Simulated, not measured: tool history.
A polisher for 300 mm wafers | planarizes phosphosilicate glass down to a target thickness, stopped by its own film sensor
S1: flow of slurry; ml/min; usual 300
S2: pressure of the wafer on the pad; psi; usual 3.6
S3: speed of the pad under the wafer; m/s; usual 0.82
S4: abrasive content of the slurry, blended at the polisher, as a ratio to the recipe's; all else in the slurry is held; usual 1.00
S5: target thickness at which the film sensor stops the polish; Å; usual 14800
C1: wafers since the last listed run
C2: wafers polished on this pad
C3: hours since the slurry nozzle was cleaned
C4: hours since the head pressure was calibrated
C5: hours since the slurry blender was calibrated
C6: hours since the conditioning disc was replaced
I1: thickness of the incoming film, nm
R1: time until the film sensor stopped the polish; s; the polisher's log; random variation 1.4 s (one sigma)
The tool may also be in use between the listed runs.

{"run": 1, "hour": 0.0, "S1": 300, "S2": 3.6, "S3": 0.82, "S4": 1.25, "S5": 14800, "C1": 0, "C2": 2544, "C3": 196.5, "C4": 404.2, "C5": 311.9, "C6": 294.6, "I1": 2272.0, "R1": 71.1}
{"hour": 41.1, "done": "slurry blender recalibrated"}
{"hour": 51.8, "done": "conditioning disc replaced and pad reconditioned"}
{"run": 2, "hour": 78.4, "S1": 365, "S2": 3.6, "S3": 0.82, "S4": 1.0, "S5": 14800, "C1": 705, "C2": 3249, "C3": 274.9, "C4": 482.6, "C5": 37.3, "C6": 26.6, "I1": 2221.3, "R1": 71.0}
{"hour": 87.2, "done": "head pressure recalibrated"}
{"run": 3, "hour": 173.7, "S1": 300, "S2": 3.6, "S3": 0.82, "S4": 1.0, "S5": 14800, "C1": 885, "C2": 4135, "C3": 370.2, "C4": 86.5, "C5": 132.6, "C6": 121.9, "I1": 2247.4, "R1": 78.0}
{"hour": 195.7, "done": "worn pad replaced by a new one"}
{"run": 4, "hour": 258.2, "S1": 300, "S2": 3.6, "S3": 0.82, "S4": 1.0, "S5": 16000, "C1": 763, "C2": 592, "C3": 454.7, "C4": 171.0, "C5": 217.1, "C6": 206.4, "I1": 2308.0, "R1": 70.8}
{"run": 5, "hour": 351.7, "S1": 300, "S2": 3.6, "S3": 0.82, "S4": 1.0, "S5": 14800, "C1": 886, "C2": 1479, "C3": 548.2, "C4": 264.5, "C5": 310.6, "C6": 299.9, "I1": 2272.4, "R1": 77.6}
{"run": 6, "hour": 432.2, "S1": 300, "S2": 3.6, "S3": 0.82, "S4": 1.0, "S5": 14800, "C1": 763, "C2": 2243, "C3": 628.7, "C4": 345.0, "C5": 391.1, "C6": 380.4, "I1": 2293.0, "R1": 78.8}
{"hour": 433.8, "done": "slurry nozzle cleaned"}
{"hour": 454.1, "done": "conditioning disc replaced and pad reconditioned"}
{"hour": 499.0, "done": "slurry blender recalibrated"}
{"run": 7, "hour": 523.6, "S1": 300, "S2": 3.6, "S3": 0.82, "S4": 1.0, "S5": 14800, "C1": 819, "C2": 3062, "C3": 89.8, "C4": 436.4, "C5": 24.6, "C6": 69.5, "I1": 2246.9, "R1": 74.4}
{"hour": 575.8, "done": "worn pad replaced by a new one"}
{"run": 8, "hour": 580.7, "S1": 300, "S2": 3.6, "S3": 0.82, "S4": 1.0, "S5": 14800, "C1": 503, "C2": 46, "C3": 146.9, "C4": 493.5, "C5": 81.7, "C6": 126.6, "I1": 2295.5, "R1": 80.6}
{"run": 9, "hour": 619.0, "S1": 300, "S2": 3.6, "S3": 0.82, "S4": 1.0, "S5": 14800, "C1": 363, "C2": 409, "C3": 185.2, "C4": 531.8, "C5": 120.0, "C6": 164.9, "I1": 2226.6, "R1": 68.9}
{"hour": 650.8, "done": "head pressure recalibrated"}
{"run": 10, "hour": 691.2, "S1": 300, "S2": 3.6, "S3": 0.82, "S4": 1.0, "S5": 14800, "C1": 665, "C2": 1075, "C3": 257.4, "C4": 40.4, "C5": 192.2, "C6": 237.1, "I1": 2261.5, "R1": 80.2}
{"run": 11, "hour": 773.6, "S1": 300, "S2": 4.1, "S3": 0.82, "S4": 1.0, "S5": 14800, "C1": 781, "C2": 1857, "C3": 339.8, "C4": 122.8, "C5": 274.6, "C6": 319.5, "I1": 2261.5, "R1": 73.4}
{"hour": 846.5, "done": "conditioning disc replaced and pad reconditioned"}
{"run": 12, "hour": 874.0, "S1": 300, "S2": 4.1, "S3": 0.82, "S4": 1.0, "S5": 14800, "C1": 933, "C2": 2790, "C3": 440.2, "C4": 223.2, "C5": 375.0, "C6": 27.5, "I1": 2262.9, "R1": 69.9}
{"run": 13, "hour": 910.5, "S1": 300, "S2": 3.6, "S3": 0.82, "S4": 1.0, "S5": 17300, "C1": 346, "C2": 3136, "C3": 476.7, "C4": 259.7, "C5": 411.5, "C6": 64.0, "I1": 2237.3, "R1": 49.9}
{"hour": 918.3, "done": "slurry blender recalibrated"}
{"hour": 937.1, "done": "worn pad replaced by a new one"}
{"run": 14, "hour": 974.5, "S1": 370, "S2": 3.6, "S3": 0.82, "S4": 1.0, "S5": 16170, "C1": 550, "C2": 355, "C3": 540.7, "C4": 323.7, "C5": 56.2, "C6": 128.0, "I1": 2285.2, "R1": 66.6}
{"run": 15, "hour": 1028.9, "S1": 360, "S2": 4.5, "S3": 0.82, "S4": 1.0, "S5": 14800, "C1": 516, "C2": 871, "C3": 595.1, "C4": 378.1, "C5": 110.6, "C6": 182.4, "I1": 2271.0, "R1": 64.2}
{"run": 16, "hour": 1070.4, "S1": 300, "S2": 2.6, "S3": 0.82, "S4": 1.0, "S5": 12150, "C1": 393, "C2": 1264, "C3": 636.6, "C4": 419.6, "C5": 152.1, "C6": 223.9, "I1": 2258.0, "R1": 134.2}
{"hour": 1112.0, "done": "slurry nozzle cleaned"}
{"run": 17, "hour": 1144.8, "S1": 300, "S2": 3.6, "S3": 0.82, "S4": 1.0, "S5": 14800, "C1": 696, "C2": 1961, "C3": 32.8, "C4": 494.0, "C5": 226.5, "C6": 298.3, "I1": 2253.5, "R1": 75.4}
{"hour": 1189.6, "done": "head pressure recalibrated"}
{"run": 18, "hour": 1235.9, "S1": 300, "S2": 3.6, "S3": 0.82, "S4": 1.0, "S5": 12280, "C1": 845, "C2": 2806, "C3": 123.9, "C4": 46.3, "C5": 317.6, "C6": 389.4, "I1": 2237.3, "R1": 103.7}
{"hour": 1259.5, "done": "conditioning disc replaced and pad reconditioned"}
{"run": 19, "hour": 1297.6, "S1": 200, "S2": 4.7, "S3": 0.82, "S4": 1.3, "S5": 17090, "C1": 566, "C2": 3372, "C3": 185.6, "C4": 108.0, "C5": 379.3, "C6": 38.1, "I1": 2259.4, "R1": 42.4}
{"hour": 1338.5, "done": "worn pad replaced by a new one"}
{"hour": 1356.8, "done": "slurry blender recalibrated"}
{"run": 20, "hour": 1516.0, "S1": 300, "S2": 3.6, "S3": 0.82, "S4": 1.0, "S5": 12280, "C1": 2014, "C2": 1664, "C3": 404.0, "C4": 326.4, "C5": 159.2, "C6": 256.5, "I1": 2270.3, "R1": 102.7}
{"run": 21, "hour": 1616.2, "S1": 300, "S2": 3.6, "S3": 0.74, "S4": 1.0, "S5": 13250, "C1": 950, "C2": 2615, "C3": 504.2, "C4": 426.6, "C5": 259.4, "C6": 356.7, "I1": 2242.8, "R1": 95.6}
{"hour": 1700.5, "done": "head pressure recalibrated"}
{"hour": 1708.2, "done": "slurry blender recalibrated"}
{"hour": 1714.7, "done": "conditioning disc replaced and pad reconditioned"}
{"run": 22, "hour": 1715.2, "S1": 300, "S2": 3.6, "S3": 0.82, "S4": 1.0, "S5": 14800, "C1": 882, "C2": 3497, "C3": 603.2, "C4": 14.7, "C5": 7.0, "C6": 0.5, "I1": 2261.8, "R1": 77.7}
{"hour": 1724.9, "done": "slurry nozzle cleaned"}
{"hour": 1750.8, "done": "worn pad replaced by a new one"}
{"run": 23, "hour": 1796.9, "S1": 300, "S2": 3.6, "S3": 0.82, "S4": 1.0, "S5": 14800, "C1": 727, "C2": 437, "C3": 72.0, "C4": 96.4, "C5": 88.7, "C6": 82.2, "I1": 2250.3, "R1": 80.2}
{"run": 24, "hour": 1848.9, "S1": 300, "S2": 3.6, "S3": 0.82, "S4": 1.0, "S5": 14800, "C1": 493, "C2": 930, "C3": 124.0, "C4": 148.4, "C5": 140.7, "C6": 134.2, "I1": 2227.9, "R1": 76.4}
{"run": 25, "hour": 1951.0, "S1": 300, "S2": 3.6, "S3": 0.54, "S4": 0.85, "S5": 14800, "C1": 968, "C2": 1898, "C3": 226.1, "C4": 250.5, "C5": 242.8, "C6": 236.3, "I1": 2275.4, "R1": 119.9}

4 ways to go on from here, each from the tool as it stands after run 25. What would each give?
{"run": "A", "hour": 1951.5, "S1": 300, "S2": 3.6, "S3": 0.82, "S4": 1.0, "S5": 14800, "C1": 4, "C2": 1903, "C3": 226.6, "C4": 251.0, "C5": 243.3, "C6": 236.8, "I1": 2230.2, "R1": "?"}
{"run": "B", "hour": 1951.5, "S1": 300, "S2": 4.7, "S3": 0.64, "S4": 1.0, "S5": 14800, "C1": 4, "C2": 1903, "C3": 226.6, "C4": 251.0, "C5": 243.3, "C6": 236.8, "I1": 2230.2, "R1": "?"}
{"run": "C", "hour": 1951.5, "S1": 300, "S2": 3.6, "S3": 0.82, "S4": 0.75, "S5": 16890, "C1": 4, "C2": 1903, "C3": 226.6, "C4": 251.0, "C5": 243.3, "C6": 236.8, "I1": 2230.2, "R1": "?"}
{"run": "D", "hour": 1951.5, "S1": 300, "S2": 3.6, "S3": 0.82, "S4": 1.3, "S5": 17190, "C1": 4, "C2": 1903, "C3": 226.6, "C4": 251.0, "C5": 243.3, "C6": 236.8, "I1": 2230.2, "R1": "?"}

run=A R1=75.6
run=B R1=74.6
run=C R1=62.5
run=D R1=46.3
Without the tool's hidden state the same runs would have given:
run=A R1=76.5
run=B R1=75.4
run=C R1=63.2
run=D R1=46.8
